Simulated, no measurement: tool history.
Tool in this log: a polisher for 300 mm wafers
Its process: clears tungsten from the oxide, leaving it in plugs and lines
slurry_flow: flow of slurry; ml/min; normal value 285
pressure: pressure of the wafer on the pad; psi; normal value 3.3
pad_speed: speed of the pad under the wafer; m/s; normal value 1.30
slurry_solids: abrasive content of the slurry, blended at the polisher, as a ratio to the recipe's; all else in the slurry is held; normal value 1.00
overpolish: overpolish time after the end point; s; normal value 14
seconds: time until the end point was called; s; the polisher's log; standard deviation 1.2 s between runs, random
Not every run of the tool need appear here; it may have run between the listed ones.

run	hour	slurry_flow	pressure	pad_speed	slurry_solids	overpolish	incoming thickness of the incoming film, nm	seconds
1	0.0	285	3.3	1.30	1.00	14	507.2	80.4
2	44.6	285	4.0	1.30	1.00	14	497.4	66.1
3	93.6	285	4.0	1.30	1.00	14	503.6	68.3
4	154.5	365	3.3	1.16	0.75	17	499.8	90.9
5	212.1	220	3.3	1.10	1.00	14	497.7	95.9
6	301.1	285	3.3	1.30	1.00	14	491.4	83.4
7	353.2	230	3.3	1.30	1.00	14	502.7	92.7
8	419.1	285	3.3	1.30	1.00	14	504.1	90.5
9	480.2	285	3.3	1.74	1.30	11	506.9	73.7
10	521.5	285	3.3	1.30	1.00	14	502.8	78.0
11	570.7	285	3.3	1.30	1.00	14	490.6	80.1
12	609.5	285	3.3	1.76	1.00	6	500.7	66.8
13	648.5	285	3.3	1.30	1.00	14	499.0	80.4
14	692.7	285	2.4	1.30	1.00	14	491.6	108.1
15	720.6	285	3.3	1.30	1.20	14	496.5	77.2
16	769.2	285	3.3	1.30	1.00	20	500.8	81.4
17	806.5	285	3.3	1.30	1.10	14	509.0	83.1
18	873.0	285	3.3	1.30	1.00	14	493.1	81.7
19	936.9	380	2.2	1.30	0.75	14	498.3	126.1
20	1035.2	285	3.3	1.64	0.90	18	500.2	68.1
21	1129.3	285	3.3	1.30	1.00	21	500.6	78.9
22	1181.0	285	3.3	1.60	0.90	14	509.6	72.5
23	1212.8	285	3.3	1.30	1.15	16	494.2	76.1
24	1271.3	285	3.3	0.86	1.15	14	490.8	95.7
25	1296.1	285	3.3	1.30	1.00	14	498.1	80.2

The log once held 9 entries between its listed runs, left out of this copy. Where does each go, and what is different about the tool's unlogged condition between the listed run before it and the listed run after it?
Between runs 5 and 6: worn pad replaced by a new one (hour 300.6)
  slurry flow missing at the pad, %: 37.8 -> 43.5
  the result without the hidden state subtracted from the measured one, seconds: +8.0 -> +6.8 s
Between runs 7 and 8: slurry tank refilled with fresh slurry and peroxide (hour 382.1)
  slurry flow missing at the pad, %: 46.9 -> 51.2
  the result without the hidden state subtracted from the measured one, seconds: +10.7 -> +10.2 s
Between runs 8 and 9: slurry blender recalibrated (hour 470.7)
  slurry flow missing at the pad, %: 51.2 -> 55.1
  the result without the hidden state subtracted from the measured one, seconds: +10.2 -> +9.7 s
Between runs 9 and 10: slurry nozzle cleaned (hour 494.7)
  slurry flow missing at the pad, %: 55.1 -> 10.6
  the result without the hidden state subtracted from the measured one, seconds: +9.7 -> +1.0 s
Between runs 12 and 13: head pressure recalibrated (hour 612.2)
  slurry flow missing at the pad, %: 16.3 -> 18.8
  the result without the hidden state subtracted from the measured one, seconds: +1.3 -> +2.0 s
Between runs 17 and 18: worn pad replaced by a new one (hour 854.4)
  slurry flow missing at the pad, %: 29 -> 33.3
  the result without the hidden state subtracted from the measured one, seconds: +3.6 -> +4.3 s
Between runs 19 and 20: slurry blender recalibrated (hour 963.7); slurry tank refilled with fresh slurry and peroxide (hour 966.0); slurry nozzle cleaned (hour 1023.9)
  slurry flow missing at the pad, %: 37.4 -> 2.05
  the result without the hidden state subtracted from the measured one, seconds: +5.9 -> +0.1 s

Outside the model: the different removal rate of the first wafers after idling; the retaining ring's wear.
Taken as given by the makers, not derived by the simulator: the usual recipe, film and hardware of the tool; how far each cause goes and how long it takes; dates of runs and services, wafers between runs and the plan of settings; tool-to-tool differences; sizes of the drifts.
